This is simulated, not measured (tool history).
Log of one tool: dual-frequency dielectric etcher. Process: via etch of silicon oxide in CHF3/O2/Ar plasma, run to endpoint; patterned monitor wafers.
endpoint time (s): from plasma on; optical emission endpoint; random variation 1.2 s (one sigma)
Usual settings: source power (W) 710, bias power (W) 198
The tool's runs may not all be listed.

| run | day | source power (W) | bias power (W) | wafers since the last listed run | hours since the last wet clean | hours since the last source power generator calibration | hours since the last bias power generator calibration | hours since the last upper electrode change | incoming incoming film thickness, nm | endpoint time (s) |
|---|---|---|---|---|---|---|---|---|---|---|
| 1 | 0 | 710 | 220 | 0 | 67.2 | 2329.5 | 1506.5 | 4616.8 | 612.3 | 305.3 |
| 2 | 0.983 | 670 | 198 | 78 | 90.8 | 2353.1 | 1530.1 | 4640.4 | 616.6 | 328 |
| 3 | 2.288 | 670 | 198 | 103 | 122.1 | 2384.4 | 1561.4 | 4671.7 | 613 | 327.4 |
| 4 | 3.125 | 710 | 198 | 66 | 142.2 | 2404.5 | 1581.5 | 4691.8 | 609 | 314.5 |
| 5 | 5.55 | 710 | 198 | 193 | 200.4 | 2462.7 | 1639.7 | 4750 | 610 | 312.6 |
| 6 | 6.583 | 710 | 198 | 82 | 225.2 | 2487.5 | 1664.5 | 4774.8 | 612.6 | 315.9 |
| 7 | 7.117 | 710 | 198 | 42 | 238 | 2500.3 | 1677.3 | 4787.6 | 605.9 | 311.5 |
| 8 | 10.167 | 710 | 198 | 242 | 311.2 | 2573.5 | 1750.5 | 4860.8 | 609.8 | 314.9 |
| 9 | 10.717 | 750 | 198 | 43 | 324.4 | 2586.7 | 1763.7 | 4874 | 609.4 | 304.9 |
| 10 | 11.654 | 750 | 198 | 74 | 346.9 | 2609.2 | 1786.2 | 4896.5 | 616.4 | 307.6 |
| 11 | 15.7 | 750 | 198 | 322 | 444 | 2706.3 | 1883.3 | 4993.6 | 613.9 | 308 |
|  | 18.004 | upper electrode replaced |
| 12 | 18.025 | 860 | 229 | 105 | 499.8 | 2762.1 | 1939.1 | 0.5 | 615.7 | 272.9 |
| 13 | 18.042 | 710 | 198 | 1 | 500.2 | 2762.5 | 1939.5 | 0.9 | 610.5 | 314 |
| 14 | 18.258 | 830 | 221 | 17 | 505.4 | 2767.7 | 1944.7 | 6.1 | 612.8 | 280.1 |
| 15 | 19.092 | 710 | 198 | 66 | 525.4 | 2787.7 | 1964.7 | 26.1 | 609.9 | 312.2 |
|  | 19.388 | source power generator calibrated |
|  | 21.083 | bias power generator calibrated |
| 16 | 21.696 | 560 | 247 | 180 | 587.9 | 55.4 | 14.7 | 88.6 | 605.4 | 339.7 |
|  | 23.462 | wet clean of the chamber |
| 17 | 23.483 | 710 | 198 | 62 | 0.5 | 98.3 | 57.6 | 131.5 | 608.1 | 312.6 |
| 18 | 24.15 | 830 | 229 | 53 | 16.5 | 114.3 | 73.6 | 147.5 | 613.4 | 279.5 |
| 19 | 25.596 | 770 | 185 | 115 | 51.2 | 149 | 108.3 | 182.2 | 603.4 | 302.3 |
| 20 | 26.138 | 710 | 198 | 43 | 64.2 | 162 | 121.3 | 195.2 | 605.5 | 310.5 |
| 21 | 27.6 | 710 | 226 | 116 | 99.3 | 197.1 | 156.4 | 230.3 | 616.1 | 306.8 |
| 22 | 28.354 | 710 | 247 | 60 | 117.4 | 215.2 | 174.5 | 248.4 | 612 | 298.1 |
| 23 | 30.946 | 820 | 232 | 206 | 179.6 | 277.4 | 236.7 | 310.6 | 613 | 280.2 |
| 24 | 32.125 | 780 | 175 | 93 | 207.9 | 305.7 | 265 | 338.9 | 609.8 | 308.5 |
| 25 | 32.858 | 710 | 198 | 58 | 225.5 | 323.3 | 282.6 | 356.5 | 614.6 | 317.7 |
| 26 | 33.379 | 710 | 198 | 41 | 238 | 335.8 | 295.1 | 369 | 616 | 318 |
| 27 | 36.208 | 710 | 232 | 225 | 305.9 | 403.7 | 363 | 436.9 | 612.9 | 302.9 |
| 28 | 36.908 | 710 | 233 | 55 | 322.7 | 420.5 | 379.8 | 453.7 | 608.2 | 298.9 |
| 29 | 37.779 | 600 | 154 | 69 | 343.6 | 441.4 | 400.7 | 474.6 | 608.9 | 371 |
| 30 | 38.958 | 710 | 198 | 93 | 371.9 | 469.7 | 429 | 502.9 | 611.9 | 315.9 |
| 31 | 39.983 | 870 | 185 | 81 | 396.5 | 494.3 | 453.6 | 527.5 | 605.3 | 284.1 |
| 32 | 40.721 | 630 | 198 | 58 | 414.2 | 512 | 471.3 | 545.2 | 610.3 | 336.5 |
| 33 | 41.8 | 770 | 242 | 85 | 440.1 | 537.9 | 497.2 | 571.1 | 608.1 | 285.2 |
| 34 | 42.608 | 600 | 198 | 64 | 459.5 | 557.3 | 516.6 | 590.5 | 615.3 | 351.8 |
| 35 | 43.308 | 620 | 161 | 55 | 476.3 | 574.1 | 533.4 | 607.3 | 614.1 | 361.1 |

Forecast each of these 4 alternatives for the next run:
| A | 43.329 | 840 | 198 | 1 | 476.8 | 574.6 | 533.9 | 607.8 | 609.2 | ? |
| B | 43.329 | 600 | 224 | 1 | 476.8 | 574.6 | 533.9 | 607.8 | 609.2 | ? |
| C | 43.329 | 780 | 153 | 1 | 476.8 | 574.6 | 533.9 | 607.8 | 609.2 | ? |
| D | 43.329 | 550 | 183 | 1 | 476.8 | 574.6 | 533.9 | 607.8 | 609.2 | ? |

| run | endpoint time (s) |
|---|---|
| A | 288 |
| B | 338.2 |
| C | 319.8 |
| D | 378.2 |
Without the tool's hidden state the same runs would have given:
| run | endpoint time (s) |
|---|---|
| A | 288 |
| B | 338.2 |
| C | 319.8 |
| D | 378.2 |

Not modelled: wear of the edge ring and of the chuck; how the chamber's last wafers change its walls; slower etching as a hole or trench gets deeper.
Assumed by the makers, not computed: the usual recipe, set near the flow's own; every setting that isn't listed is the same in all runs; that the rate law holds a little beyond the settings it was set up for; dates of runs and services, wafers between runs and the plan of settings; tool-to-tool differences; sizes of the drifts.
